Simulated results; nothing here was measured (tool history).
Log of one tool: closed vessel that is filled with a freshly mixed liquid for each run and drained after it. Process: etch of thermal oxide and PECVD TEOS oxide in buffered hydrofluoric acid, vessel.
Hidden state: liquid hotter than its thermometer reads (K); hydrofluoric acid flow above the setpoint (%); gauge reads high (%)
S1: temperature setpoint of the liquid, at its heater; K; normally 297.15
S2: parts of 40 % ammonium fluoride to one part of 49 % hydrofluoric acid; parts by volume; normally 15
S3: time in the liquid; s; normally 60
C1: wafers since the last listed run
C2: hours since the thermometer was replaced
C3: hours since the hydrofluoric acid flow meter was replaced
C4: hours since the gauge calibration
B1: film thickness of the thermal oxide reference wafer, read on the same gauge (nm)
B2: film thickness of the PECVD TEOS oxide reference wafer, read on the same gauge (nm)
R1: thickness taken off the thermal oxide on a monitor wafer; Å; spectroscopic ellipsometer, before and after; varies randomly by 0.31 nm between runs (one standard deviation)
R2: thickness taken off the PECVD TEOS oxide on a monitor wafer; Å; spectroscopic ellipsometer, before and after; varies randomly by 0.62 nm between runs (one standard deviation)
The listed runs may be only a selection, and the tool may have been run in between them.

Run 1, hour 0: usual settings; C1 0; C2 1058.5; C3 788.1; C4 1556.8; B1 30; B2 139.96. Result: R1 446.7 Å, R2 1040.3 Å.
At hour 6: hydrofluoric acid flow meter replaced.
Run 2, hour 151.1: usual settings; C1 19496; C2 1209.6; C3 145.1; C4 1707.9; B1 30; B2 140.01. Result: R1 444.1 Å, R2 1023.5 Å.
At hour 289.3: thermometer replaced.
Run 3, hour 291.3: usual settings; C1 18080; C2 2; C3 285.3; C4 1848.1; B1 30; B2 140.02. Result: R1 441.2 Å, R2 1035.6 Å.
Run 4, hour 351.3: usual settings; C1 7793; C2 62; C3 345.3; C4 1908.1; B1 29.98; B2 139.99. Result: R1 443.2 Å, R2 1040 Å.
Run 5, hour 414.7: usual settings but S3 35 s; C1 8235; C2 125.4; C3 408.7; C4 1971.5; B1 29.99; B2 139.98. Result: R1 258.3 Å, R2 603.2 Å.
Run 6, hour 481.6: usual settings but S1 294.15 K, S2 17 parts by volume; C1 8689; C2 192.3; C3 475.6; C4 2038.4; B1 29.99; B2 139.99. Result: R1 329.4 Å, R2 765.2 Å.
Run 7, hour 548.9: usual settings but S1 294.15 K, S2 17 parts by volume; C1 8741; C2 259.6; C3 542.9; C4 2105.7; B1 29.98; B2 140.02. Result: R1 335.4 Å, R2 771 Å.
At hour 568.2: gauge calibrated.
Run 8, hour 599.4: usual settings but S3 50 s; C1 6559; C2 310.1; C3 593.4; C4 31.2; B1 30; B2 140.02. Result: R1 366.3 Å, R2 860.3 Å.
Run 9, hour 633.9: usual settings; C1 4481; C2 344.6; C3 627.9; C4 65.7; B1 29.99; B2 139.99. Result: R1 440.2 Å, R2 1034.1 Å.
Run 10, hour 692.1: usual settings but S1 299.65 K, S2 10.5 parts by volume; C1 7559; C2 402.8; C3 686.1; C4 123.9; B1 30; B2 139.99. Result: R1 712.1 Å, R2 1672.3 Å.
Run 11, hour 748.8: usual settings but S1 293.15 K, S2 11 parts by volume, S3 80 s; C1 7364; C2 459.5; C3 742.8; C4 180.6; B1 30.01; B2 140. Result: R1 642.7 Å, R2 1484.3 Å.
Run 12, hour 810.2: usual settings; C1 7975; C2 520.9; C3 804.2; C4 242; B1 30; B2 139.99. Result: R1 442.1 Å, R2 1039.3 Å.
At hour 877.5: hydrofluoric acid flow meter replaced.
Run 13, hour 880.7: usual settings but S1 301.65 K, S2 18.5 parts by volume, S3 30 s; C1 9027; C2 591.4; C3 3.2; C4 312.5; B1 29.97; B2 139.98. Result: R1 228.9 Å, R2 538.1 Å.
Run 14, hour 940.9: usual settings but S1 292.65 K, S2 12.5 parts by volume; C1 7819; C2 651.6; C3 63.4; C4 372.7; B1 30.01; B2 139.96. Result: R1 409.3 Å, R2 961.1 Å.
Run 15, hour 998.4: usual settings; C1 7468; C2 709.1; C3 120.9; C4 430.2; B1 30.01; B2 140.01. Result: R1 445.3 Å, R2 1036.7 Å.
Run 16, hour 1056.3: usual settings but S2 20 parts by volume, S3 70 s; C1 7520; C2 767; C3 178.8; C4 488.1; B1 30; B2 140. Result: R1 389 Å, R2 908.1 Å.
Run 17, hour 1126.4: usual settings but S1 301.65 K, S3 30 s; C1 9105; C2 837.1; C3 248.9; C4 558.2; B1 30.01; B2 139.99. Result: R1 282 Å, R2 658.5 Å.
Run 18, hour 1176.3: usual settings; C1 6481; C2 887; C3 298.8; C4 608.1; B1 30.02; B2 140.03. Result: R1 444.5 Å, R2 1022.8 Å.
Run 19, hour 1225.7: usual settings but S3 40 s; C1 6416; C2 936.4; C3 348.2; C4 657.5; B1 30.02; B2 139.97. Result: R1 294.5 Å, R2 685.1 Å.
Run 20, hour 1266.5: usual settings but S1 294.15 K, S2 13 parts by volume; C1 5299; C2 977.2; C3 389; C4 698.3; B1 29.99; B2 140.01. Result: R1 428.5 Å, R2 996.8 Å.
Run 21, hour 1294.2: usual settings but S1 295.65 K, S2 18 parts by volume, S3 85 s; C1 3597; C2 1004.9; C3 416.7; C4 726; B1 30.02; B2 139.97. Result: R1 484.1 Å, R2 1134.5 Å.
Run 22, hour 1352.6: usual settings but S1 293.15 K, S2 20.5 parts by volume; C1 7585; C2 1063.3; C3 475.1; C4 784.4; B1 30; B2 139.99. Result: R1 261.4 Å, R2 613.1 Å.
Run 23, hour 1407: usual settings but S2 18.5 parts by volume, S3 30 s; C1 7066; C2 1117.7; C3 529.5; C4 838.8; B1 29.96; B2 140.02. Result: R1 178.6 Å, R2 418.6 Å.
Run 24, hour 1455.8: usual settings but S1 299.65 K, S2 19 parts by volume, S3 45 s; C1 6338; C2 1166.5; C3 578.3; C4 887.6; B1 30.01; B2 139.99. Result: R1 304.3 Å, R2 697.8 Å.
Run 25, hour 1511.8: usual settings but S1 292.65 K; C1 7273; C2 1222.5; C3 634.3; C4 943.6; B1 30.01; B2 139.98. Result: R1 343.8 Å, R2 798.4 Å.

What if the next run were any one of these 5? Each begins from the tool's condition after run 25:
Run A, hour 1512.5: usual settings but S2 18 parts by volume; C1 90; C2 1223.2; C3 635; C4 944.3; B1 ?; B2 ?. Result: R1 ?, R2 ?.
Run B, hour 1512.5: usual settings but S1 301.65 K, S2 12.5 parts by volume, S3 35 s; C1 90; C2 1223.2; C3 635; C4 944.3; B1 ?; B2 ?. Result: R1 ?, R2 ?.
Run C, hour 1512.5: usual settings but S1 294.15 K, S3 30 s; C1 90; C2 1223.2; C3 635; C4 944.3; B1 ?; B2 ?. Result: R1 ?, R2 ?.
Run D, hour 1512.5: usual settings but S1 301.65 K, S2 10.5 parts by volume, S3 85 s; C1 90; C2 1223.2; C3 635; C4 944.3; B1 ?; B2 ?. Result: R1 ?, R2 ?.
Run E, hour 1512.5: usual settings but S2 13 parts by volume, S3 45 s; C1 90; C2 1223.2; C3 635; C4 944.3; B1 ?; B2 ?. Result: R1 ?, R2 ?.

run     B1      B2      R1      R2
  A  30.01  139.98   365.2   871.3
  B  30.01  139.98   388.3   926.4
  C  30.01  139.98   185.2   441.8
  D  30.01  139.98  1117.7  2666.6
  E  30.01  139.98   377.2   899.8
Without the tool's hidden state the same runs would have given:
run      R1      R2
  A   365.2   871.3
  B   388.3   926.4
  C   185.2   441.8
  D  1117.7  2666.6
  E   377.2   899.8
